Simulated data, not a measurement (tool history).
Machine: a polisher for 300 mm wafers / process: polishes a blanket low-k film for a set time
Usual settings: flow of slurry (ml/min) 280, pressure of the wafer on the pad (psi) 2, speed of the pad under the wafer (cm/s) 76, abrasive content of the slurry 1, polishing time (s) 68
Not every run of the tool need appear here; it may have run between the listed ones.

run,hour,flow of slurry (ml/min),pressure of the wafer on the pad (psi),speed of the pad under the wafer (cm/s),abrasive content of the slurry,polishing time (s),"incoming thickness of the incoming film, nm",film removed (nm)
1,0,280,2.5,76,1,68,365.6,22.3
# hour 30.5: worn pad replaced by a new one
2,31,280,2.5,76,1,68,372.1,22
3,59,280,2.5,76,1,68,367.5,21.6
4,83.3,280,2,76,1.15,68,374.5,18.5
5,110.7,280,2,76,1.15,68,365.7,18.5
# hour 136.2: worn pad replaced by a new one
# hour 198.9: slurry blender recalibrated
6,215.3,280,2,76,0.8,68,370.7,16.2
7,237,280,2,76,1.1,50,366.5,13.2
# hour 253.6: worn pad replaced by a new one
8,254.1,280,2,76,1.1,50,378.3,13.2
9,272.5,280,2,76,1.1,50,370.7,13
# hour 280.3: slurry nozzle cleaned
10,301.7,280,2,76,1,68,378.5,17.1
11,320.5,280,2,76,1,68,372.8,17.6
12,339,280,2.4,76,1,68,368.6,20.5
13,352.5,360,2,62,0.85,68,370.8,14.8
# hour 361.9: worn pad replaced by a new one
# hour 369.2: head pressure recalibrated
# hour 369.6: conditioning disc replaced and pad reconditioned
14,374.9,280,2,76,1,68,367.8,19.6
15,416.1,280,2.7,76,1,68,365.3,26.1
16,434,280,2,76,1,76,366.7,21.5
17,446.1,280,2.5,70,0.75,68,372.3,20.6
# hour 469.5: worn pad replaced by a new one
18,470,280,2,76,1,68,371,19
19,487.8,280,2.6,54,1.1,76,365.7,22.4
20,544.6,280,2,76,1,68,373,18.5
21,578.2,280,2,76,1.25,51,363.6,14.9
22,601,280,2.5,76,1,68,366.9,22.7

Branching from run 22: 5 alternative next runs. What would each branch give?
A,601.4,280,2,76,1,68,376.2,?
B,601.4,325,2,76,1.15,68,376.2,?
C,601.4,280,2,76,1,86,376.2,?
D,601.4,195,2,76,1,68,376.2,?
E,601.4,280,2,76,1,90,376.2,?

run,film removed (nm)
A,18.3
B,19.3
C,23.2
D,18
E,24.3
Without the tool's unlogged condition, the same runs would have read:
run,film removed (nm)
A,20
B,21
C,25.2
D,19.5
E,26.4

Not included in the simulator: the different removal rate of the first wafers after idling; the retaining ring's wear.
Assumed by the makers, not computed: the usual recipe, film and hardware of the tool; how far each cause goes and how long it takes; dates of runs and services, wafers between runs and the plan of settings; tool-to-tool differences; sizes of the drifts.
